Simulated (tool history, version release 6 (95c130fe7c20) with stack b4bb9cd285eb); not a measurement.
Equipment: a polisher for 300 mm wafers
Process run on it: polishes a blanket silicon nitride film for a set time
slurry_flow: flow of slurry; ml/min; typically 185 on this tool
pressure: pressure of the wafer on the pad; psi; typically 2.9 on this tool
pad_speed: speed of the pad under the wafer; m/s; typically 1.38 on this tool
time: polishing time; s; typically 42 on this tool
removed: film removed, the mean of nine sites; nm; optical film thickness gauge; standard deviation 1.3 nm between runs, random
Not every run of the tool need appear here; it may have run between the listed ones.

run	day	slurry_flow	pressure	pad_speed	time	wafers since the last listed run	wafers polished on this pad	hours since the slurry nozzle was cleaned	hours since the head pressure was calibrated	incoming thickness of the incoming film, nm	removed
1	0.000	185	2.9	1.38	42	0	1656	125.8	1326.8	386.1	91.6
# day 0.221: worn pad replaced by a new one
2	0.508	185	2.9	1.22	42	138	117	138.0	1339.0	384.9	84.0
3	1.042	185	2.9	1.38	42	215	332	150.8	1351.8	389.5	91.1
4	1.717	185	2.9	1.38	42	272	605	167.0	1368.0	395.0	90.6
5	2.454	185	2.9	1.38	42	298	903	184.7	1385.7	388.2	89.9
6	2.850	185	3.5	1.38	42	160	1063	194.2	1395.2	394.6	108.0
7	3.121	185	3.5	1.38	42	109	1173	200.7	1401.7	385.9	108.3
8	3.683	185	3.5	1.38	42	227	1400	214.2	1415.2	386.5	108.6
9	3.967	155	2.9	1.60	42	114	1515	221.0	1422.0	394.7	97.3
10	4.583	155	2.9	1.60	42	249	1764	235.8	1436.8	393.5	98.0
# day 4.904: worn pad replaced by a new one
11	4.975	185	2.9	1.38	42	90	28	245.2	1446.2	385.5	90.0
12	5.392	185	2.9	1.38	42	168	197	255.2	1456.2	395.9	90.2
13	5.712	185	2.9	1.38	42	129	327	262.9	1463.9	387.9	89.3
14	6.200	185	2.9	1.38	42	197	524	274.6	1475.6	386.7	91.0
15	6.875	185	2.2	1.38	42	272	797	290.8	1491.8	398.7	68.5
16	7.400	185	2.9	1.38	48	212	1009	303.4	1504.4	391.0	103.9
17	8.021	185	2.9	1.38	48	251	1260	318.3	1519.3	387.1	102.7
18	8.346	185	2.9	1.38	42	131	1391	326.1	1527.1	392.0	91.9
# day 8.629: worn pad replaced by a new one
19	8.917	210	2.9	1.14	35	163	116	339.8	1540.8	392.7	66.4
20	9.546	185	2.9	1.38	42	254	371	354.9	1555.9	381.2	86.3
21	10.808	125	3.6	1.04	42	510	881	385.2	1586.2	388.4	91.5
22	11.508	185	2.9	1.38	42	283	1164	402.0	1603.0	392.7	89.7
# day 12.146: worn pad replaced by a new one
23	12.167	185	2.9	1.38	42	198	9	417.8	1618.8	391.4	89.1
24	12.279	185	2.9	1.38	42	45	54	420.5	1621.5	399.1	88.2
# day 12.400: head pressure recalibrated
25	12.992	185	2.9	1.38	42	254	309	437.6	14.2	392.2	89.8
26	13.371	210	3.7	1.64	32	153	462	446.7	23.3	396.9	96.9
27	13.796	225	2.9	1.02	46	171	634	456.9	33.5	385.2	81.2
28	14.429	185	2.9	1.38	42	256	890	472.1	48.7	393.1	87.7
# day 15.629: slurry nozzle cleaned
29	15.733	185	2.9	1.38	32	510	1400	2.5	80.0	388.8	69.5
# day 16.300: worn pad replaced by a new one
30	16.321	225	2.2	1.38	31	170	8	16.6	94.1	386.3	52.9
31	16.729	130	3.3	1.60	57	165	173	26.4	103.9	392.5	147.8
32	16.992	185	2.9	0.92	42	106	279	32.7	110.2	383.1	72.8
33	17.696	185	2.9	1.38	42	284	564	49.6	127.1	392.7	93.3
34	18.404	130	2.0	1.00	46	286	850	66.6	144.1	385.4	56.4
35	19.075	185	2.9	1.38	42	271	1122	82.7	160.2	383.7	92.1
36	19.412	185	2.6	1.68	53	136	1258	90.8	168.3	396.5	117.5

The next listed run, before its measurement:
37	19.771	120	2.9	1.38	51	144	1403	99.4	176.9	385.4	?

Run 37 gave removed 107.1 nm.
Were there no unlogged condition in the tool, this run, its random variation unchanged, would have produced removed 108.8 nm.

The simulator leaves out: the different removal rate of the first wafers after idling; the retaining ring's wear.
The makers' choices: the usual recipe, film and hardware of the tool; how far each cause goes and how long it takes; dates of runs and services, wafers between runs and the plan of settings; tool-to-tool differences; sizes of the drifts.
